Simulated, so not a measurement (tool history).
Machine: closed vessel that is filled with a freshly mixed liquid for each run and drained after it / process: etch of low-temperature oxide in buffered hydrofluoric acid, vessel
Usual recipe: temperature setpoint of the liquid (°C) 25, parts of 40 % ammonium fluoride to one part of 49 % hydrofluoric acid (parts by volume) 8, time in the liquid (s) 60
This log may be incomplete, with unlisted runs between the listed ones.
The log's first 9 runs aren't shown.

run	day	temperature setpoint of the liquid (°C)	parts of 40 % ammonium fluoride to one part of 49 % hydrofluoric acid (parts by volume)	time in the liquid (s)	wafers since the last listed run	hours since the thermometer was replaced	hours since the hydrofluoric acid flow meter was replaced	hours since the gauge calibration	read-back film thickness of the low-temperature oxide reference wafer, read on the same gauge (nm)	thickness taken off the low-temperature oxide on a monitor wafer (nm)
10	11.517	25	8	60	1419	244.3	129	171	39.99	209.06
11	12.258	25	9.5	45	1871	262.1	146.8	188.8	39.99	134.15
12	12.875	25	8	60	1556	276.9	161.6	203.6	39.99	207.08
13	14.096	25	8	80	3080	306.2	190.9	232.9	39.99	278.57
14	14.625	25	8	60	1335	318.9	203.6	245.6	40	210.57
15	15.658	22.5	8	60	2607	343.7	228.4	270.4	39.99	183.32
16	17.138	25	5.5	60	3732	379.2	263.9	305.9	40.03	292.66
17	18.525	27.5	9	35	3501	412.5	297.2	339.2	40.03	124.04
18	19.454	23	9.5	95	2344	434.8	319.5	361.5	40.01	252.68
19	20.088	27	9.5	30	1598	450	334.7	376.7	40.03	98.26
20	20.75	25	6.5	60	1671	465.9	350.6	392.6	39.98	259.74
21	21.308	22.5	6.5	30	1409	479.3	364	406	40.01	112.06
22	22.462	25	8	60	2912	507	391.7	433.7	40	207.45
23	22.975	25	8	60	1293	519.3	404	446	39.98	207.39
24	24.617	25	8	30	4142	558.7	443.4	485.4	39.99	103.82
25	25.896	25	8	95	3228	589.4	474.1	516.1	39.98	327.52
# day 27.583: thermometer replaced
26	27.612	25	8	60	4227	0.7	515.3	557.3	40.01	209.71
27	28.954	25	8	35	3385	32.9	547.5	589.5	40	121.68
28	29.858	28.5	8	60	2281	54.6	569.2	611.2	39.99	249.76
29	30.775	22.5	10	85	2313	76.6	591.2	633.2	39.97	211.21
30	31.617	26.5	8	40	2124	96.8	611.4	653.4	39.97	151.97
31	32.796	29.5	7	85	2975	125.1	639.7	681.7	39.98	439.03
32	34.196	25	11	90	3533	158.7	673.3	715.3	39.95	237.47
33	34.733	23.5	10.5	30	1356	171.6	686.2	728.2	40.06	75.2

What if the next run were any one of these 3? Each begins from the tool's condition after run 33:
A	34.762	25	8	60	73	172.3	686.9	728.9	?	?
B	34.762	26.5	8	60	73	172.3	686.9	728.9	?	?
C	34.762	25	10.5	60	73	172.3	686.9	728.9	?	?

run	read-back film thickness of the low-temperature oxide reference wafer, read on the same gauge (nm)	thickness taken off the low-temperature oxide on a monitor wafer (nm)
A	40.01	206.62
B	40.01	224
C	40.01	162.3
Take away the tool's hidden state, keep each run's random variation, and the runs would have read:
run	thickness taken off the low-temperature oxide on a monitor wafer (nm)
A	206.62
B	224
C	162.3
